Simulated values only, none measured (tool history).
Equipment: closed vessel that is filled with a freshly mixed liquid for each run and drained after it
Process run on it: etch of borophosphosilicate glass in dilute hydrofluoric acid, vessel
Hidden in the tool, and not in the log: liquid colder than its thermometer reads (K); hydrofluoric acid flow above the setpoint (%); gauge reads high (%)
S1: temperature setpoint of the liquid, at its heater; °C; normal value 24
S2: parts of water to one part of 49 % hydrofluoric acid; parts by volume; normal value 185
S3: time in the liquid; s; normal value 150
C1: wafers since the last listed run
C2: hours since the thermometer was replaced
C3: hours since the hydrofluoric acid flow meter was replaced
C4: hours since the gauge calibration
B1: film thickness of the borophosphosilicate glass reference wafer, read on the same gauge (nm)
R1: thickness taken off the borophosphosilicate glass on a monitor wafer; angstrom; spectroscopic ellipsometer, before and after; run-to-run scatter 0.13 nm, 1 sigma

| run | hour | S1 | S2 | S3 | C1 | C2 | C3 | C4 | B1 | R1 |
|---|---|---|---|---|---|---|---|---|---|---|
| 1 | 0 | 24 | 185 | 150 | 0 | 2240.4 | 1665.6 | 570.1 | 130 | 387.2 |
| 2 | 16.6 | 24 | 185 | 150 | 1798 | 2257 | 1682.2 | 586.7 | 129.98 | 386.2 |
| 3 | 51.2 | 24 | 185 | 150 | 3749 | 2291.6 | 1716.8 | 621.3 | 130.01 | 387 |
| 4 | 81.5 | 24 | 185 | 150 | 3283 | 2321.9 | 1747.1 | 651.6 | 130.02 | 389 |
| 5 | 100.9 | 24 | 185 | 125 | 2102 | 2341.3 | 1766.5 | 671 | 130.02 | 324.4 |
| 6 | 136.6 | 24 | 185 | 125 | 3868 | 2377 | 1802.2 | 706.7 | 130.03 | 326.3 |
| 7 | 155.6 | 24 | 185 | 125 | 2058 | 2396 | 1821.2 | 725.7 | 130.01 | 324.5 |
| 8 | 178.1 | 24 | 165 | 200 | 2437 | 2418.5 | 1843.7 | 748.2 | 129.99 | 595.3 |
| 9 | 205.9 | 24 | 185 | 195 | 3012 | 2446.3 | 1871.5 | 776 | 130.05 | 506.6 |
|  | 226.3 | gauge calibrated |
| 10 | 227.7 | 24 | 185 | 150 | 2362 | 2468.1 | 1893.3 | 1.4 | 129.98 | 390.8 |
| 11 | 255.4 | 24 | 185 | 90 | 3001 | 2495.8 | 1921 | 29.1 | 129.99 | 232.2 |
| 12 | 273 | 24 | 185 | 90 | 1907 | 2513.4 | 1938.6 | 46.7 | 129.99 | 234.4 |
| 13 | 295.4 | 24 | 255 | 150 | 2427 | 2535.8 | 1961 | 69.1 | 130.03 | 266.4 |
| 14 | 313.2 | 24 | 255 | 150 | 1928 | 2553.6 | 1978.8 | 86.9 | 130.02 | 265.4 |
| 15 | 338.1 | 24 | 210 | 150 | 2698 | 2578.5 | 2003.7 | 111.8 | 130.05 | 336.4 |
| 16 | 373.9 | 27 | 140 | 150 | 3879 | 2614.3 | 2039.5 | 147.6 | 130.01 | 607.3 |
| 17 | 432.4 | 21 | 225 | 150 | 6338 | 2672.8 | 2098 | 206.1 | 129.99 | 275.6 |
| 18 | 445.3 | 24 | 185 | 90 | 1397 | 2685.7 | 2110.9 | 219 | 130 | 234 |
|  | 450.3 | hydrofluoric acid flow meter replaced |
| 19 | 470.1 | 24 | 210 | 150 | 2578 | 2710.5 | 19.8 | 243.8 | 130.01 | 299.1 |
|  | 491.7 | thermometer replaced |
| 20 | 498.4 | 20.5 | 135 | 190 | 2958 | 6.7 | 48.1 | 272.1 | 129.99 | 608 |
| 21 | 533.2 | 28.5 | 260 | 95 | 3770 | 41.5 | 82.9 | 306.9 | 129.98 | 186.9 |
| 22 | 564.6 | 24 | 185 | 150 | 3402 | 72.9 | 114.3 | 338.3 | 130 | 382.8 |
| 23 | 582.5 | 24 | 120 | 150 | 1939 | 90.8 | 132.2 | 356.2 | 129.99 | 636.2 |
| 24 | 609.2 | 20.5 | 135 | 190 | 2893 | 117.5 | 158.9 | 382.9 | 130.03 | 615.7 |
| 25 | 629.4 | 24 | 185 | 150 | 2188 | 137.7 | 179.1 | 403.1 | 129.98 | 384.3 |
| 26 | 664.6 | 26.5 | 160 | 70 | 3814 | 172.9 | 214.3 | 438.3 | 130.04 | 233.6 |
| 27 | 693.6 | 20.5 | 265 | 90 | 3142 | 201.9 | 243.3 | 467.3 | 130 | 130.8 |
| 28 | 711.4 | 26 | 260 | 120 | 1928 | 219.7 | 261.1 | 485.1 | 130.02 | 217.1 |
| 29 | 726 | 24 | 185 | 150 | 1581 | 234.3 | 275.7 | 499.7 | 129.99 | 384.1 |
| 30 | 753.8 | 22 | 235 | 90 | 3012 | 262.1 | 303.5 | 527.5 | 129.99 | 161.2 |

For each entry between runs, how does the tool's hidden state at the last listed run before it compare with that at the first listed run after it?
In the gap between runs 9 and 10: gauge calibrated (hour 226.3)
  liquid colder than its thermometer reads (K): 2.45 -> 2.47; hydrofluoric acid flow above the setpoint (%): 10 -> 10.2
  measured minus no-state result, R1: +10.4 -> +8.2 angstrom
In the gap between runs 18 and 19: hydrofluoric acid flow meter replaced (hour 450.3)
  liquid colder than its thermometer reads (K): 2.68 -> 2.7; hydrofluoric acid flow above the setpoint (%): 11.3 -> 0.373
  measured minus no-state result, R1: +5.7 -> -30.1 angstrom
In the gap between runs 19 and 20: thermometer replaced (hour 491.7)
  liquid colder than its thermometer reads (K): 2.7 -> 0.0418; hydrofluoric acid flow above the setpoint (%): 0.373 -> 0.518
  measured minus no-state result, R1: -30.1 -> +2.7 angstrom
